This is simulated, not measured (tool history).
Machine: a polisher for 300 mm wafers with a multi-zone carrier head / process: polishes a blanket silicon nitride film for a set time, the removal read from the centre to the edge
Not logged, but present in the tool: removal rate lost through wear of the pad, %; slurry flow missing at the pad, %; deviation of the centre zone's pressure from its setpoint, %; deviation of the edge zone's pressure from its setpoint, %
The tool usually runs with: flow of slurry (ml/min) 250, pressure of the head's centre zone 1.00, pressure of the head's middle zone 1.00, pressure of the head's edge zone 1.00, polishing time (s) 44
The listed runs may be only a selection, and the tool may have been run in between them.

run   hour  flow of slurry (ml/min)  pressure of the head's centre zone  pressure of the head's middle zone  pressure of the head's edge zone  polishing time (s)  wafers since the last listed run  wafers polished on this pad  hours since the slurry nozzle was cleaned  hours since the centre zone pressure was calibrated  hours since the edge zone pressure was calibrated  hours since the carrier head's membrane was replaced  incoming thickness of the incoming film, nm  film removed at the wafer's centre (Å)  film removed at mid-radius (Å)  film removed at the wafer's edge (Å)
  1    0.0                      250                                0.93                                1.00                              1.00                  44                                 0                          873                                      605.4                                                  3.6                                             1356.4                                                 505.2                                        510.5                                     708                             803                                   811
       9.6  -- edge zone pressure recalibrated
  2   13.2                      250                                1.00                                1.11                              0.89                  44                                64                          938                                      618.6                                                 16.8                                                3.6                                                 518.4                                        502.6                                     781                             833                                   797
      30.3  -- carrier head's membrane replaced by a new one
  3   30.8                      305                                1.00                                1.00                              0.89                  57                                72                         1010                                      636.2                                                 34.4                                               21.2                                                   0.5                                        511.0                                    1056                            1079                                  1019
      48.1  -- worn pad replaced by a new one
  4   52.6                      250                                1.00                                1.00                              0.89                  44                               102                           25                                      658.0                                                 56.2                                               43.0                                                  22.3                                        511.5                                     763                             794                                   754
  5   64.9                      250                                1.05                                1.00                              1.00                  44                                70                           96                                      670.3                                                 68.5                                               55.3                                                  34.6                                        506.0                                     810                             806                                   796
  6   77.2                      250                                0.91                                1.00                              1.00                  44                                70                          167                                      682.6                                                 80.8                                               67.6                                                  46.9                                        520.2                                     700                             783                                   811
      89.2  -- slurry nozzle cleaned
  7   89.7                      320                                1.00                                0.89                              0.97                  44                                66                          233                                        0.5                                                 93.3                                               80.1                                                  59.4                                        515.1                                     891                             815                                   881
  8  105.7                      250                                0.90                                1.00                              1.00                  44                                92                          325                                       16.5                                                109.3                                               96.1                                                  75.4                                        507.2                                     757                             873                                   844
  9  123.5                      250                                1.00                                0.96                              1.09                  44                               102                          428                                       34.3                                                127.1                                              113.9                                                  93.2                                        510.9                                     835                             848                                   890
 10  139.9                      215                                1.00                                1.00                              1.00                  57                                94                          522                                       50.7                                                143.5                                              130.3                                                 109.6                                        509.8                                    1068                            1077                                  1083
 11  156.9                      250                                1.00                                0.95                              1.00                  44                                97                          620                                       67.7                                                160.5                                              147.3                                                 126.6                                        509.7                                     824                             830                                   830
 12  173.8                      250                                1.06                                1.00                              0.95                  44                                97                          717                                       84.6                                                177.4                                              164.2                                                 143.5                                        511.5                                     926                             868                                   835
 13  182.9                      250                                1.00                                1.05                              0.92                  44                                52                          770                                       93.7                                                186.5                                              173.3                                                 152.6                                        510.2                                     844                             876                                   832
 14  195.7                      250                                1.00                                1.00                              1.00                  57                                73                          843                                      106.5                                                199.3                                              186.1                                                 165.4                                        507.9                                    1111                            1116                                  1132
 15  206.2                      250                                1.00                                1.00                              1.00                  44                                60                          904                                      117.0                                                209.8                                              196.6                                                 175.9                                        510.9                                     880                             850                                   836
     214.3  -- worn pad replaced by a new one
 16  220.9                      250                                1.00                                1.08                              1.00                  44                                61                           38                                      131.7                                                224.5                                              211.3                                                 190.6                                        505.6                                     879                             873                                   850
 17  237.5                      250                                1.00                                1.00                              1.00                  44                                95                          133                                      148.3                                                241.1                                              227.9                                                 207.2                                        507.3                                     856                             839                                   856
 18  250.8                      250                                1.00                                1.10                              0.93                  44                                76                          210                                      161.6                                                254.4                                              241.2                                                 220.5                                        510.1                                     881                             893                                   827
 19  266.0                      250                                1.00                                1.00                              1.00                  44                                87                          297                                      176.8                                                269.6                                              256.4                                                 235.7                                        502.6                                     859                             841                                   831
 20  273.0                      250                                1.00                                1.00                              1.08                  44                                40                          338                                      183.8                                                276.6                                              263.4                                                 242.7                                        510.9                                     877                             846                                   875
 21  288.5                      250                                1.12                                1.00                              1.00                  44                                89                          427                                      199.3                                                292.1                                              278.9                                                 258.2                                        510.6                                     980                             853                                   833
 22  300.1                      250                                1.00                                1.00                              1.00                  34                                66                          494                                      210.9                                                303.7                                              290.5                                                 269.8                                        516.9                                     659                             664                                   666

Some steps in film removed at the wafer's centre (Å) between neighbouring runs. How much of each would the tool show without its hidden state too (settings, what came in, random variation), and how much is left for the hidden state, with any gauge scatter that isn't in both results?
Run 3 -> 4: flow of slurry (ml/min) 305 -> 250, polishing time (s) 57 -> 44, worn pad replaced by a new one. film removed at the wafer's centre (Å) -293: hidden state +5, all else -298.
Run 5 -> 6: pressure of the head's centre zone 1.05 -> 0.91. film removed at the wafer's centre (Å) -110: hidden state +12, all else -122.
Run 6 -> 7: flow of slurry (ml/min) 250 -> 320, pressure of the head's centre zone 0.91 -> 1.00, pressure of the head's middle zone 1.00 -> 0.89, pressure of the head's edge zone 1.00 -> 0.97, slurry nozzle cleaned. film removed at the wafer's centre (Å) +191: hidden state +75, all else +116.
Run 21 -> 22: pressure of the head's centre zone 1.12 -> 1.00, polishing time (s) 44 -> 34. film removed at the wafer's centre (Å) -321: hidden state -1, all else -320.
